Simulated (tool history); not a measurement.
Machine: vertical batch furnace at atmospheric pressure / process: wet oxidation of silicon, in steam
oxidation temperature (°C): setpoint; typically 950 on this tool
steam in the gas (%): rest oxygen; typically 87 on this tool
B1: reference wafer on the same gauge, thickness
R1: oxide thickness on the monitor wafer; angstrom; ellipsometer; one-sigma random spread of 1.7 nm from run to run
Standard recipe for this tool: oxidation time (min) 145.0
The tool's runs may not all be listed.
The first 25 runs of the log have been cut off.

run 26 hour=1350.6 | oxidation_temperature_(°C)=957 oxidation_time_(min)=145.0 steam_in_the_gas_(%)=97 | B1=391.90 | R1=5409.5
run 27 hour=1381.5 | oxidation_temperature_(°C)=930 oxidation_time_(min)=169.0 steam_in_the_gas_(%)=87 | B1=392.24 | R1=4552.3
run 28 hour=1436.4 | oxidation_temperature_(°C)=950 oxidation_time_(min)=93.5 steam_in_the_gas_(%)=87 | B1=392.20 | R1=3478.7
run 29 hour=1506.5 | oxidation_temperature_(°C)=942 oxidation_time_(min)=124.0 steam_in_the_gas_(%)=93 | B1=391.69 | R1=4193.5
run 30 hour=1560.0 | oxidation_temperature_(°C)=959 oxidation_time_(min)=166.0 steam_in_the_gas_(%)=87 | B1=392.45 | R1=5586.6
run 31 hour=1618.4 | oxidation_temperature_(°C)=950 oxidation_time_(min)=145.0 steam_in_the_gas_(%)=82 | B1=392.01 | R1=4558.5
run 32 hour=1688.0 | oxidation_temperature_(°C)=936 oxidation_time_(min)=145.0 steam_in_the_gas_(%)=87 | B1=392.01 | R1=4270.0
run 33 hour=1782.0 | oxidation_temperature_(°C)=950 oxidation_time_(min)=145.0 steam_in_the_gas_(%)=97 | B1=392.11 | R1=5136.3
run 34 hour=1809.1 | oxidation_temperature_(°C)=950 oxidation_time_(min)=145.0 steam_in_the_gas_(%)=79 | B1=392.34 | R1=4426.6
run 35 hour=1859.6 | oxidation_temperature_(°C)=939 oxidation_time_(min)=145.0 steam_in_the_gas_(%)=93 | B1=391.85 | R1=4548.1
run 36 hour=1905.0 | oxidation_temperature_(°C)=950 oxidation_time_(min)=145.0 steam_in_the_gas_(%)=78 | B1=392.16 | R1=4388.8
run 37 hour=1943.4 | oxidation_temperature_(°C)=950 oxidation_time_(min)=145.0 steam_in_the_gas_(%)=87 | B1=391.89 | R1=4722.3
run 38 hour=2008.9 | oxidation_temperature_(°C)=962 oxidation_time_(min)=125.0 steam_in_the_gas_(%)=87 | B1=391.55 | R1=4686.4

Consider 4 possible next runs. They are alternatives, not a sequence: every one starts from the tool as it was left by run 38. What does each give?
run A hour=2014.2 | oxidation_temperature_(°C)=950 oxidation_time_(min)=145.0 steam_in_the_gas_(%)=87 | B1=? | R1=?
run B hour=2014.2 | oxidation_temperature_(°C)=950 oxidation_time_(min)=172.5 steam_in_the_gas_(%)=87 | B1=? | R1=?
run C hour=2014.2 | oxidation_temperature_(°C)=950 oxidation_time_(min)=188.5 steam_in_the_gas_(%)=87 | B1=? | R1=?
run D hour=2014.2 | oxidation_temperature_(°C)=950 oxidation_time_(min)=75.5 steam_in_the_gas_(%)=87 | B1=? | R1=?

run=A B1=391.75 R1=4712.2
run=B B1=391.75 R1=5324.7
run=C B1=391.75 R1=5662.6
run=D B1=391.75 R1=2916.0
Stripped of hidden state, with their random variation kept, the same runs would have yielded:
run=A R1=4809.7
run=B R1=5432.7
run=C R1=5776.4
run=D R1=2980.6

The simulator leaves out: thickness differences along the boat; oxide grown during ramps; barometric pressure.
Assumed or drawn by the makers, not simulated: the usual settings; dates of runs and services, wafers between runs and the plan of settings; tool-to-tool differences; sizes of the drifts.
